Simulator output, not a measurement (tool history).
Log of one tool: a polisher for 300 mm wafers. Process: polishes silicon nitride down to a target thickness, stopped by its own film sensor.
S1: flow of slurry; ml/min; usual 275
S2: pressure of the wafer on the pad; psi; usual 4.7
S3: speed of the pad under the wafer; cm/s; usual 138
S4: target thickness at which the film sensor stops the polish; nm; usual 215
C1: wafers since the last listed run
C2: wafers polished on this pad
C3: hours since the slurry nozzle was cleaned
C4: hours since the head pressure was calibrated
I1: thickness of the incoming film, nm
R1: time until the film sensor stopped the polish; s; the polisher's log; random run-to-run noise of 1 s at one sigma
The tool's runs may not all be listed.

run	hour	S1	S2	S3	S4	C1	C2	C3	C4	I1	R1
1	0	275	5.4	138	215	0	50	325.7	572.6	447.3	70.1
# hour 20.9: slurry nozzle cleaned
2	21.4	275	5.4	138	215	214	264	0.5	594	449.2	67.9
3	36.9	275	4.7	138	215	162	427	16	609.5	454.8	80.4
4	62.7	275	4.7	138	215	271	698	41.8	635.3	456	80.7
5	90.2	275	4.3	138	187	289	987	69.3	662.8	447.1	95.8
6	103.3	275	4.7	138	215	137	1125	82.4	675.9	455.4	84.1
# hour 108: worn pad replaced by a new one
7	120.3	275	4.7	138	215	136	129	99.4	692.9	450.3	83.5
8	133.1	275	4.7	138	215	134	264	112.2	705.7	456.5	83.8
9	147.1	275	4.7	138	215	147	411	126.2	719.7	449.5	83.3
10	165.1	275	4.7	138	215	189	600	144.2	737.7	449.9	83.7
11	197.1	275	4.7	138	215	336	936	176.2	769.7	453.9	83.7
12	210.4	320	4.7	138	215	139	1076	189.5	783	451.8	82.7
# hour 233.2: worn pad replaced by a new one
13	245.7	320	4.7	138	215	328	130	224.8	818.3	445.6	80.4
# hour 258.7: head pressure recalibrated
14	280.6	210	4.7	138	215	345	476	259.7	21.9	453.8	76.3
15	319.3	355	4.7	116	215	406	883	298.4	60.6	447.4	78.4
16	349.1	230	5.8	138	215	313	1196	328.2	90.4	447.4	62
# hour 361.2: worn pad replaced by a new one
17	362.7	220	4.7	138	215	100	15	341.8	104	455	76
18	383.2	275	5.9	138	288	215	230	362.3	124.5	450.4	40.3
19	399.9	275	4.7	138	215	175	406	379	141.2	450	74.6
20	418.1	210	3.7	116	274	191	597	397.2	159.4	448.4	79
21	431	275	5.1	138	215	135	733	410.1	172.3	456.4	68.6
# hour 457: slurry nozzle cleaned
22	457.5	205	3.8	138	215	267	1001	0.5	198.8	456.3	95.6
23	481.6	345	6	138	215	253	1254	24.6	222.9	454	58.1
# hour 498.6: worn pad replaced by a new one
24	509.6	275	5.8	138	215	252	115	52.6	250.9	457.3	62.3
25	544.9	275	4.7	138	215	370	486	87.9	286.2	454	77.2
26	558.6	275	4.7	184	215	143	630	101.6	299.9	450.8	63.1
27	572.8	275	4.3	138	215	149	779	115.8	314.1	448.9	85.2

For run 28, what comes out?
28	592.8	210	4.7	138	215	210	990	135.8	334.1	453.3	?

R1: 80.5 s
Without the tool's hidden state the same run would have given R1 76.9 s.
